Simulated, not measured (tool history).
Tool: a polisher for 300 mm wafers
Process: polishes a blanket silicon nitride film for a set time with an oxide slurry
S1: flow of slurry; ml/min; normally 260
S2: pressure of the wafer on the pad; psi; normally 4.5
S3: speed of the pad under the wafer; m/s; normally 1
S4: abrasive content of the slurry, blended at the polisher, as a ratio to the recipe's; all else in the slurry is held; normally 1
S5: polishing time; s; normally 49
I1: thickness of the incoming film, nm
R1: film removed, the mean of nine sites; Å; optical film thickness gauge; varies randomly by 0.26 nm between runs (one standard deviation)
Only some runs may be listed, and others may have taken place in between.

run	hour	S1	S2	S3	S4	S5	I1	R1
1	0	200	4.5	1	1	38	466.7	279
2	47.5	200	4.5	1	1	38	467.6	275
# hour 78.2: conditioning disc replaced and pad reconditioned
3	113.6	200	4.5	1	1	38	473.8	279
# hour 147.2: slurry blender recalibrated
4	148.1	260	4.5	0.78	1	62	468.2	402
5	208.7	260	4.9	1	1	49	477.3	413
# hour 260.2: head pressure recalibrated
6	268.7	260	4.9	1	1	49	472.3	382
7	294.4	260	4.5	0.9	0.95	49	465.9	312
# hour 310.3: worn pad replaced by a new one
8	356	190	5.9	1	0.8	33	473	248
# hour 416.4: slurry nozzle cleaned
9	427.4	260	3.7	1	0.7	49	469.8	205
10	466.8	325	5.2	1	0.8	43	464.9	309
# hour 477.7: slurry blender recalibrated
11	501.9	260	4.5	1	1	49	467.4	385
# hour 506.3: conditioning disc replaced and pad reconditioned
12	528.3	335	4.5	0.78	1	61	475.7	393
13	578.4	260	4.5	1	1	41	464.2	318
14	634.3	200	4.5	1	1	38	475	286
# hour 682: worn pad replaced by a new one
15	697	260	4.5	1	1	43	470.2	338
# hour 800.1: head pressure recalibrated
16	833.2	345	4.5	1.16	1	49	477.2	406
# hour 911.4: conditioning disc replaced and pad reconditioned
# hour 916.1: slurry blender recalibrated
17	1003.8	260	6.1	1	1.25	49	464.3	591
18	1071.1	230	4.1	1	0.8	42	467.9	234
# hour 1104: worn pad replaced by a new one
19	1114.7	260	4.5	0.8	0.7	36	468	156
20	1185.1	260	3.5	1	1	64	473.1	379
21	1235.2	260	4.5	0.78	1	62	468.6	385
22	1267.4	260	4.5	1	1	49	470.7	373
# hour 1300.8: conditioning disc replaced and pad reconditioned
# hour 1302.5: slurry blender recalibrated
23	1307.2	260	3.8	1.3	1.15	49	467	442
24	1336.8	195	4.5	1.34	0.85	60	475.7	495
# hour 1361.9: slurry nozzle cleaned
# hour 1383: head pressure recalibrated
25	1406.7	220	5.6	1	1	49	462.8	433

Each row is a separate what-if for the run after 25, all from the same tool condition, not one after another. Results?
A	1407.1	260	4.5	1	1	49	467.2	?
B	1407.1	185	4.5	0.8	1	64	467.2	?
C	1407.1	305	4.5	0.74	1	49	467.2	?
D	1407.1	340	4	1.28	1.1	49	467.2	?

run	R1
A	357
B	373
C	286
D	426
What these runs would have given with no unlogged condition in the tool:
run	R1
A	354
B	369
C	283
D	422
